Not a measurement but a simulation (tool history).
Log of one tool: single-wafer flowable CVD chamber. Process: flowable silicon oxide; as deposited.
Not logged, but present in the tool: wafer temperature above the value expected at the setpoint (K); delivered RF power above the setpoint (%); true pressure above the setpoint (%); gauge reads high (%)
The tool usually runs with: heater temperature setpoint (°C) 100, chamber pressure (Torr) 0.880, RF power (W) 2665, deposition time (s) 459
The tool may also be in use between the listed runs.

run	day	heater temperature setpoint (°C)	chamber pressure (Torr)	RF power (W)	deposition time (s)	wafers since the last listed run	hours since the last thermocouple change	hours since the last RF generator calibration	hours since the last manometer calibration	hours since the showerhead was replaced	hours since the gauge calibration	read-back reference wafer on the same gauge, thickness_nm	mean film thickness on the monitor wafer (angstrom)
1	0.000	100	0.880	2665	459	0	1524.2	1238.0	2089.4	6156.7	459.2	398.883	3384.79
2	0.883	100	0.880	2665	459	108	1545.4	1259.2	2110.6	6177.9	480.4	399.144	3380.68
3	1.546	100	0.880	2665	459	81	1561.3	1275.1	2126.5	6193.8	496.3	398.894	3387.09
4	2.738	100	0.880	2665	459	146	1589.9	1303.7	2155.1	6222.4	524.9	398.831	3374.30
5	6.867	100	0.880	2665	459	507	1689.0	1402.8	2254.2	6321.5	624.0	398.866	3361.69
6	7.842	100	0.880	2665	506	119	1712.4	1426.2	2277.6	6344.9	647.4	398.944	3722.90
7	9.004	100	0.880	2665	506	142	1740.3	1454.1	2305.5	6372.8	675.3	398.614	3718.99
# day 9.538: RF generator calibrated
8	10.183	100	0.880	2665	506	104	1768.6	15.5	2333.8	6401.1	703.6	398.573	3715.73
# day 10.625: gauge calibrated
9	11.192	100	0.880	2665	459	124	1792.8	39.7	2358.0	6425.3	13.6	399.257	3356.71
10	12.438	100	0.880	2665	459	153	1822.7	69.6	2387.9	6455.2	43.5	398.972	3362.31
11	13.675	100	0.880	2665	459	152	1852.4	99.3	2417.6	6484.9	73.2	399.005	3350.09
12	14.446	100	0.880	2280	483	94	1870.9	117.8	2436.1	6503.4	91.7	399.303	3356.85
13	15.204	100	0.704	2665	411	93	1889.1	136.0	2454.3	6521.6	109.9	398.746	2387.17
# day 16.604: capacitance manometer re-zeroed and calibrated
# day 16.767: thermocouple changed; heater temperature recalibrated
14	16.788	100	0.880	2400	459	133	0.5	174.0	4.4	6559.6	147.9	399.116	3359.31
# day 17.842: showerhead replaced
15	17.862	96	0.696	2280	524	91	26.3	199.8	30.2	0.5	173.7	399.089	3425.64
16	18.529	95	0.880	2825	377	81	42.3	215.8	46.2	16.5	189.7	399.362	3415.77
17	19.238	100	0.880	2665	459	87	59.3	232.8	63.2	33.5	206.7	399.170	3466.78
18	22.250	100	0.801	2665	459	370	131.6	305.1	135.5	105.8	279.0	399.281	3132.98
19	23.404	100	0.880	3195	459	141	159.3	332.8	163.2	133.5	306.7	399.302	3516.13
20	24.875	108	0.880	2135	545	180	194.6	368.1	198.5	168.8	342.0	398.897	2834.54
21	25.733	100	0.880	2665	459	105	215.2	388.7	219.1	189.4	362.6	398.971	3441.41
22	26.354	100	0.880	2665	527	76	230.1	403.6	234.0	204.3	377.5	399.069	3958.87
23	27.392	85	0.660	2665	532	127	255.0	428.5	258.9	229.2	402.4	398.763	5063.98
24	28.088	100	0.880	2665	459	85	271.7	445.2	275.6	245.9	419.1	399.112	3446.12
25	29.012	108	0.684	2865	419	113	293.9	467.4	297.8	268.1	441.3	398.959	1840.26
26	29.758	107	0.880	2665	459	91	311.8	485.3	315.7	286.0	459.2	398.978	2652.02
27	30.654	107	0.983	2665	459	110	333.3	506.8	337.2	307.5	480.7	398.944	2965.85

5 options for the next run, each taken on its own from the tool as it stands now. Forecast them:
A	30.675	100	0.880	2665	459	2	333.8	507.3	337.7	308.0	481.2	?	?
B	30.675	100	0.994	2965	525	2	333.8	507.3	337.7	308.0	481.2	?	?
C	30.675	100	0.664	2665	421	2	333.8	507.3	337.7	308.0	481.2	?	?
D	30.675	105	0.880	2665	459	2	333.8	507.3	337.7	308.0	481.2	?	?
E	30.675	100	0.946	2945	459	2	333.8	507.3	337.7	308.0	481.2	?	?

run	read-back reference wafer on the same gauge, thickness_nm	mean film thickness on the monitor wafer (angstrom)
A	399.170	3429.57
B	399.170	4497.56
C	399.170	2363.65
D	399.170	2844.78
E	399.170	3739.65
Stripped of hidden state, with their random variation kept, the same runs would have yielded:
run	mean film thickness on the monitor wafer (angstrom)
A	3438.31
B	4509.02
C	2369.68
D	2851.82
E	3749.18
